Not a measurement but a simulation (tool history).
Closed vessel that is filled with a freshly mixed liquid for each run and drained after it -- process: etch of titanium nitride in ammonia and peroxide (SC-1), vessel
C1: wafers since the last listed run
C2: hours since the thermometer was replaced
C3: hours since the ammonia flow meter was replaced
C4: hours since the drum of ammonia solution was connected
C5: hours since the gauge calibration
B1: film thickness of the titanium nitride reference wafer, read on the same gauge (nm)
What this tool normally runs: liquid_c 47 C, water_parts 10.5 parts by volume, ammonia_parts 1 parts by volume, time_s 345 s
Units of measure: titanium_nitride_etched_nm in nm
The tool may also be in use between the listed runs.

run 1 hour=0 | liquid_c=47 water_parts=10.5 ammonia_parts=1 time_s=345 | C1=0 C2=19.8 C3=704.5 C4=277.5 C5=787.9 | B1=60 | titanium_nitride_etched_nm=16.61
run 2 hour=36.6 | liquid_c=47 water_parts=10.5 ammonia_parts=1 time_s=345 | C1=3169 C2=56.4 C3=741.1 C4=314.1 C5=824.5 | B1=60 | titanium_nitride_etched_nm=16.53
-- hour=46.2 new drum of ammonia solution connected
run 3 hour=95.7 | liquid_c=47 water_parts=10.5 ammonia_parts=1 time_s=345 | C1=5031 C2=115.5 C3=800.2 C4=49.5 C5=883.6 | B1=60.01 | titanium_nitride_etched_nm=16.72
run 4 hour=168.9 | liquid_c=47 water_parts=10.5 ammonia_parts=1 time_s=345 | C1=6338 C2=188.7 C3=873.4 C4=122.7 C5=956.8 | B1=60 | titanium_nitride_etched_nm=16.86
run 5 hour=207.8 | liquid_c=47 water_parts=10.5 ammonia_parts=1 time_s=345 | C1=3368 C2=227.6 C3=912.3 C4=161.6 C5=995.7 | B1=60 | titanium_nitride_etched_nm=16.69
run 6 hour=304.8 | liquid_c=47 water_parts=10.5 ammonia_parts=1 time_s=345 | C1=8399 C2=324.6 C3=1009.3 C4=258.6 C5=1092.7 | B1=60 | titanium_nitride_etched_nm=16.6
-- hour=388.1 new drum of ammonia solution connected
run 7 hour=402.6 | liquid_c=47 water_parts=10.5 ammonia_parts=1 time_s=345 | C1=8382 C2=422.4 C3=1107.1 C4=14.5 C5=1190.5 | B1=60 | titanium_nitride_etched_nm=16.77
-- hour=548.5 thermometer replaced
run 8 hour=661.7 | liquid_c=47 water_parts=10.5 ammonia_parts=1 time_s=345 | C1=22349 C2=113.2 C3=1366.2 C4=273.6 C5=1449.6 | B1=59.99 | titanium_nitride_etched_nm=16.63
-- hour=712.6 new drum of ammonia solution connected
run 9 hour=744.2 | liquid_c=47 water_parts=10.5 ammonia_parts=1 time_s=345 | C1=7057 C2=195.7 C3=1448.7 C4=31.6 C5=1532.1 | B1=60.01 | titanium_nitride_etched_nm=16.59
run 10 hour=831.1 | liquid_c=47 water_parts=10.5 ammonia_parts=1 time_s=345 | C1=7525 C2=282.6 C3=1535.6 C4=118.5 C5=1619 | B1=60 | titanium_nitride_etched_nm=16.56
-- hour=853 ammonia flow meter replaced
run 11 hour=919.8 | liquid_c=47 water_parts=10.5 ammonia_parts=1 time_s=345 | C1=7594 C2=371.3 C3=66.8 C4=207.2 C5=1707.7 | B1=60 | titanium_nitride_etched_nm=16.83
run 12 hour=956.3 | liquid_c=47 water_parts=10.5 ammonia_parts=1 time_s=345 | C1=3160 C2=407.8 C3=103.3 C4=243.7 C5=1744.2 | B1=59.99 | titanium_nitride_etched_nm=16.63
-- hour=985.2 new drum of ammonia solution connected
run 13 hour=1029.6 | liquid_c=43.5 water_parts=10.5 ammonia_parts=0.75 time_s=345 | C1=6260 C2=481.1 C3=176.6 C4=44.4 C5=1817.5 | B1=60.01 | titanium_nitride_etched_nm=12.27
-- hour=1073.8 thermometer replaced
run 14 hour=1095.4 | liquid_c=47 water_parts=12 ammonia_parts=1 time_s=150 | C1=5611 C2=21.6 C3=242.4 C4=110.2 C5=1883.3 | B1=59.99 | titanium_nitride_etched_nm=6.82
-- hour=1098.4 gauge calibrated
run 15 hour=1193.5 | liquid_c=42 water_parts=13 ammonia_parts=1 time_s=345 | C1=8494 C2=119.7 C3=340.5 C4=208.3 C5=95.1 | B1=60 | titanium_nitride_etched_nm=10.43
run 16 hour=1243.3 | liquid_c=53 water_parts=10.5 ammonia_parts=1 time_s=425 | C1=4312 C2=169.5 C3=390.3 C4=258.1 C5=144.9 | B1=60 | titanium_nitride_etched_nm=31.13
run 17 hour=1306.8 | liquid_c=47 water_parts=10.5 ammonia_parts=0.85 time_s=420 | C1=5498 C2=233 C3=453.8 C4=321.6 C5=208.4 | B1=60 | titanium_nitride_etched_nm=19.7
-- hour=1334.1 new drum of ammonia solution connected
run 18 hour=1377.5 | liquid_c=47 water_parts=10.5 ammonia_parts=0.5 time_s=345 | C1=6035 C2=303.7 C3=524.5 C4=43.4 C5=279.1 | B1=60 | titanium_nitride_etched_nm=14.85
run 19 hour=1419.5 | liquid_c=47 water_parts=10.5 ammonia_parts=1 time_s=345 | C1=3636 C2=345.7 C3=566.5 C4=85.4 C5=321.1 | B1=60.01 | titanium_nitride_etched_nm=16.58
run 20 hour=1485.8 | liquid_c=47 water_parts=8.5 ammonia_parts=0.7 time_s=345 | C1=5741 C2=412 C3=632.8 C4=151.7 C5=387.4 | B1=60.01 | titanium_nitride_etched_nm=17.52

Predict each of these 3 candidate next runs independently; none follows another, all start after run 20:
run A hour=1486.5 | liquid_c=47 water_parts=10.5 ammonia_parts=1 time_s=345 | C1=60 C2=412.7 C3=633.5 C4=152.4 C5=388.1 | B1=? | titanium_nitride_etched_nm=?
run B hour=1486.5 | liquid_c=47 water_parts=15 ammonia_parts=1 time_s=345 | C1=60 C2=412.7 C3=633.5 C4=152.4 C5=388.1 | B1=? | titanium_nitride_etched_nm=?
run C hour=1486.5 | liquid_c=47 water_parts=14.5 ammonia_parts=0.7 time_s=345 | C1=60 C2=412.7 C3=633.5 C4=152.4 C5=388.1 | B1=? | titanium_nitride_etched_nm=?

run=A B1=59.99 titanium_nitride_etched_nm=16.51
run=B B1=59.99 titanium_nitride_etched_nm=13.73
run=C B1=59.99 titanium_nitride_etched_nm=13.16
The same runs, with their run-to-run variation unchanged, on a tool lacking any hidden condition would have given:
run=A titanium_nitride_etched_nm=16.51
run=B titanium_nitride_etched_nm=13.73
run=C titanium_nitride_etched_nm=13.16
